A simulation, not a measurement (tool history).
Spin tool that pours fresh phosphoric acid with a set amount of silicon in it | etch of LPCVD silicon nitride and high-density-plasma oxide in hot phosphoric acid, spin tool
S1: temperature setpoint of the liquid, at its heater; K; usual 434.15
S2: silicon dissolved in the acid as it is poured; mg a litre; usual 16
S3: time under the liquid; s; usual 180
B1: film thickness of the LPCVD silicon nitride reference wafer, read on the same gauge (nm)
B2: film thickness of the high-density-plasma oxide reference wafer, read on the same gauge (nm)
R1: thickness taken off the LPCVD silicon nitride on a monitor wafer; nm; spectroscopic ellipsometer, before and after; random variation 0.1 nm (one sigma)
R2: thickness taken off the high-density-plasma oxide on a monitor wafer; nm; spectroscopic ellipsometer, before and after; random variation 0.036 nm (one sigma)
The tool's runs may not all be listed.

| run | hour | S1 | S2 | S3 | B1 | B2 | R1 | R2 |
|---|---|---|---|---|---|---|---|---|
| 1 | 0 | 434.15 | 23.5 | 115 | 59.97 | 50.009 | 9.16 | 0.113 |
| 2 | 28.1 | 432.65 | 11 | 180 | 60.01 | 50 | 13.42 | 0.266 |
| 3 | 48.4 | 437.15 | 11 | 230 | 60.01 | 49.982 | 19.87 | 0.461 |
| 4 | 67.6 | 431.65 | 25.5 | 180 | 60 | 50.026 | 12.87 | 0.155 |
|  | 73.7 | gauge calibrated |
| 5 | 103.4 | 434.15 | 16 | 180 | 60.01 | 49.981 | 13.98 | 0.199 |
| 6 | 131.7 | 432.15 | 4 | 180 | 60.02 | 49.995 | 13.08 | 0.281 |
| 7 | 155.8 | 434.15 | 24.5 | 180 | 60.02 | 49.998 | 13.91 | 0.162 |
|  | 157.2 | heated supply line repaired |
| 8 | 191.2 | 434.15 | 21 | 180 | 60.03 | 50.018 | 14.59 | 0.209 |
| 9 | 212.5 | 436.65 | 22.5 | 255 | 59.99 | 50.006 | 22.77 | 0.425 |
| 10 | 226.6 | 436.65 | 22.5 | 225 | 59.97 | 49.989 | 19.92 | 0.372 |
| 11 | 239.6 | 436.65 | 21 | 125 | 59.98 | 49.993 | 11.04 | 0.198 |
| 12 | 252 | 432.65 | 11 | 180 | 60.02 | 50.003 | 13.92 | 0.264 |
| 13 | 282.6 | 434.15 | 16 | 285 | 60.02 | 50 | 23.04 | 0.46 |
|  | 335.5 | dissolved silicon flow meter replaced |
| 14 | 380.1 | 434.15 | 16 | 180 | 60.01 | 49.998 | 14.54 | 0.278 |
| 15 | 415 | 435.15 | 28 | 105 | 60.01 | 49.983 | 8.66 | 0.113 |
| 16 | 434.7 | 433.15 | 16 | 180 | 59.99 | 49.999 | 13.92 | 0.24 |
| 17 | 460.5 | 434.15 | 16 | 110 | 59.99 | 49.993 | 8.72 | 0.167 |
| 18 | 487.3 | 435.15 | 16 | 180 | 60.01 | 50.015 | 14.83 | 0.193 |
| 19 | 508.6 | 435.15 | 5.5 | 245 | 60.03 | 50.007 | 19.99 | 0.474 |
| 20 | 536.7 | 434.15 | 16 | 180 | 60.02 | 49.992 | 14.27 | 0.257 |
| 21 | 558.6 | 435.15 | 3.5 | 140 | 60 | 49.994 | 11.53 | 0.364 |
| 22 | 572.8 | 437.15 | 11 | 100 | 59.97 | 49.979 | 8.81 | 0.198 |

Forecast each of these 3 alternatives for the next run:
| A | 573.3 | 434.15 | 3 | 180 | ? | ? | ? | ? |
| B | 573.3 | 434.15 | 16 | 135 | ? | ? | ? | ? |
| C | 573.3 | 436.65 | 5 | 180 | ? | ? | ? | ? |

| run | B1 | B2 | R1 | R2 |
|---|---|---|---|---|
| A | 59.97 | 50.004 | 14.21 | 0.333 |
| B | 59.97 | 50.004 | 10.66 | 0.187 |
| C | 59.97 | 50.004 | 15.45 | 0.385 |
Without the tool's hidden state the same runs would have given:
| run | R1 | R2 |
|---|---|---|
| A | 14.86 | 0.367 |
| B | 11.15 | 0.207 |
| C | 16.15 | 0.424 |
